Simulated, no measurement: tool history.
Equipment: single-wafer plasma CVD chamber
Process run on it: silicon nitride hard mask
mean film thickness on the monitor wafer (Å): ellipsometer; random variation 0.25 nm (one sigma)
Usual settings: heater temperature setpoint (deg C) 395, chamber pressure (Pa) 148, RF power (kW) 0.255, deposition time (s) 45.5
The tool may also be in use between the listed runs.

| run | day | heater temperature setpoint (deg C) | chamber pressure (Pa) | RF power (kW) | deposition time (s) | wafers since the last listed run | hours since the last thermocouple change | hours since the last RF generator calibration | hours since the last manometer calibration | hours since the showerhead was replaced | hours since the gauge calibration | read-back reference wafer on the same gauge, thickness_nm | mean film thickness on the monitor wafer (Å) |
|---|---|---|---|---|---|---|---|---|---|---|---|---|---|
| 1 | 0 | 395 | 148 | 0.255 | 45.5 | 0 | 1353.2 | 901.1 | 1446.8 | 3725.2 | 25.4 | 47.627 | 447.76 |
| 2 | 1.096 | 395 | 148 | 0.255 | 45.5 | 498 | 1379.5 | 927.4 | 1473.1 | 3751.5 | 51.7 | 47.549 | 448.58 |
| 3 | 1.933 | 395 | 148 | 0.255 | 45.5 | 380 | 1399.6 | 947.5 | 1493.2 | 3771.6 | 71.8 | 47.652 | 445.01 |
| 4 | 2.821 | 395 | 148 | 0.255 | 45.5 | 403 | 1420.9 | 968.8 | 1514.5 | 3792.9 | 93.1 | 47.613 | 440.69 |
|  | 3.771 | showerhead replaced |
| 5 | 4.1 | 395 | 148 | 0.255 | 45.5 | 430 | 1451.6 | 999.5 | 1545.2 | 7.9 | 123.8 | 47.589 | 443.32 |
|  | 5.85 | RF generator calibrated |
| 6 | 8.533 | 395 | 148 | 0.255 | 45.5 | 1864 | 1558 | 64.4 | 1651.6 | 114.3 | 230.2 | 47.623 | 444.57 |
| 7 | 9.908 | 395 | 148 | 0.255 | 45.5 | 625 | 1591 | 97.4 | 1684.6 | 147.3 | 263.2 | 47.618 | 441.63 |
| 8 | 10.517 | 395 | 148 | 0.255 | 45.5 | 276 | 1605.6 | 112 | 1699.2 | 161.9 | 277.8 | 47.54 | 445.73 |
| 9 | 11.15 | 406 | 148 | 0.255 | 45.5 | 288 | 1620.8 | 127.2 | 1714.4 | 177.1 | 293 | 47.622 | 442.88 |
| 10 | 12.525 | 409 | 177 | 0.285 | 45.5 | 625 | 1653.8 | 160.2 | 1747.4 | 210.1 | 326 | 47.618 | 504.89 |
| 11 | 13.758 | 395 | 176 | 0.255 | 45.5 | 561 | 1683.4 | 189.8 | 1777 | 239.7 | 355.6 | 47.628 | 475.94 |
| 12 | 14.521 | 395 | 117 | 0.255 | 37.7 | 346 | 1701.7 | 208.1 | 1795.3 | 258 | 373.9 | 47.601 | 333.3 |
|  | 15.95 | capacitance manometer re-zeroed and calibrated |
| 13 | 15.971 | 395 | 120 | 0.255 | 45.5 | 507 | 1736.5 | 242.9 | 0.5 | 292.8 | 408.7 | 47.601 | 376.19 |
|  | 17.038 | thermocouple changed; heater temperature recalibrated |
| 14 | 17.058 | 395 | 148 | 0.255 | 45.5 | 343 | 0.5 | 269 | 26.6 | 318.9 | 434.8 | 47.508 | 418.4 |
| 15 | 18.375 | 395 | 148 | 0.255 | 45.5 | 598 | 32.1 | 300.6 | 58.2 | 350.5 | 466.4 | 47.645 | 415.4 |
| 16 | 19.242 | 395 | 148 | 0.295 | 42.4 | 394 | 52.9 | 321.4 | 79 | 371.3 | 487.2 | 47.6 | 425 |
| 17 | 20.467 | 395 | 148 | 0.255 | 45.5 | 557 | 82.3 | 350.8 | 108.4 | 400.7 | 516.6 | 47.602 | 417.1 |
| 18 | 21.104 | 395 | 148 | 0.225 | 45.5 | 289 | 97.6 | 366.1 | 123.7 | 416 | 531.9 | 47.629 | 386.59 |
| 19 | 21.862 | 395 | 148 | 0.22 | 51.9 | 344 | 115.8 | 384.3 | 141.9 | 434.2 | 550.1 | 47.524 | 431.27 |
| 20 | 22.421 | 395 | 148 | 0.23 | 49.3 | 253 | 129.2 | 397.7 | 155.3 | 447.6 | 563.5 | 47.531 | 424.77 |
| 21 | 23.446 | 395 | 124 | 0.23 | 41.1 | 466 | 153.8 | 422.3 | 179.9 | 472.2 | 588.1 | 47.655 | 324.15 |
| 22 | 24.7 | 380 | 148 | 0.255 | 45.5 | 570 | 183.9 | 452.4 | 210 | 502.3 | 618.2 | 47.596 | 416.69 |
|  | 25.883 | gauge calibrated |
| 23 | 26.192 | 395 | 148 | 0.205 | 45.5 | 678 | 219.7 | 488.2 | 245.8 | 538.1 | 7.4 | 47.647 | 363.96 |
| 24 | 27.471 | 380 | 148 | 0.23 | 53.5 | 581 | 250.4 | 518.9 | 276.5 | 568.8 | 38.1 | 47.518 | 464.1 |
|  | 28.525 | capacitance manometer re-zeroed and calibrated, repeated, since the last time left the tool worse |
| 25 | 29.8 | 395 | 184 | 0.255 | 45.5 | 907 | 306.3 | 574.8 | 30.6 | 624.7 | 94 | 47.608 | 476.5 |
| 26 | 30.475 | 395 | 112 | 0.255 | 45.5 | 307 | 322.5 | 591 | 46.8 | 640.9 | 110.2 | 47.7 | 378.91 |
| 27 | 31.929 | 406 | 127 | 0.285 | 50.6 | 661 | 357.4 | 625.9 | 81.7 | 675.8 | 145.1 | 47.615 | 484.66 |
| 28 | 33.425 | 395 | 124 | 0.23 | 41.1 | 680 | 393.3 | 661.8 | 117.6 | 711.7 | 181 | 47.662 | 344.77 |
| 29 | 34.458 | 395 | 148 | 0.28 | 52.6 | 470 | 418.1 | 686.6 | 142.4 | 736.5 | 205.8 | 47.6 | 533.26 |

Run by run, hidden condition taken away, random variation retained:
The hidden state here: wafer temperature above the value expected at the setpoint (K); delivered RF power above the setpoint (%); true pressure above the setpoint (%); gauge reads high (%).
| run | mean film thickness on the monitor wafer (Å) |
|---|---|
| 1 | 437.51 |
| 2 | 438.26 |
| 3 | 434.74 |
| 4 | 430.49 |
| 5 | 433.02 |
| 6 | 434.1 |
| 7 | 431.19 |
| 8 | 435.17 |
| 9 | 432.38 |
| 10 | 493.84 |
| 11 | 465.49 |
| 12 | 324.02 |
| 13 | 397.55 |
| 14 | 438.4 |
| 15 | 434.69 |
| 16 | 444.37 |
| 17 | 435.62 |
| 18 | 403.52 |
| 19 | 449.86 |
| 20 | 442.87 |
| 21 | 339.42 |
| 22 | 433.67 |
| 23 | 378.37 |
| 24 | 482.05 |
| 25 | 475.14 |
| 26 | 377.28 |
| 27 | 481.92 |
| 28 | 342.37 |
| 29 | 529.55 |

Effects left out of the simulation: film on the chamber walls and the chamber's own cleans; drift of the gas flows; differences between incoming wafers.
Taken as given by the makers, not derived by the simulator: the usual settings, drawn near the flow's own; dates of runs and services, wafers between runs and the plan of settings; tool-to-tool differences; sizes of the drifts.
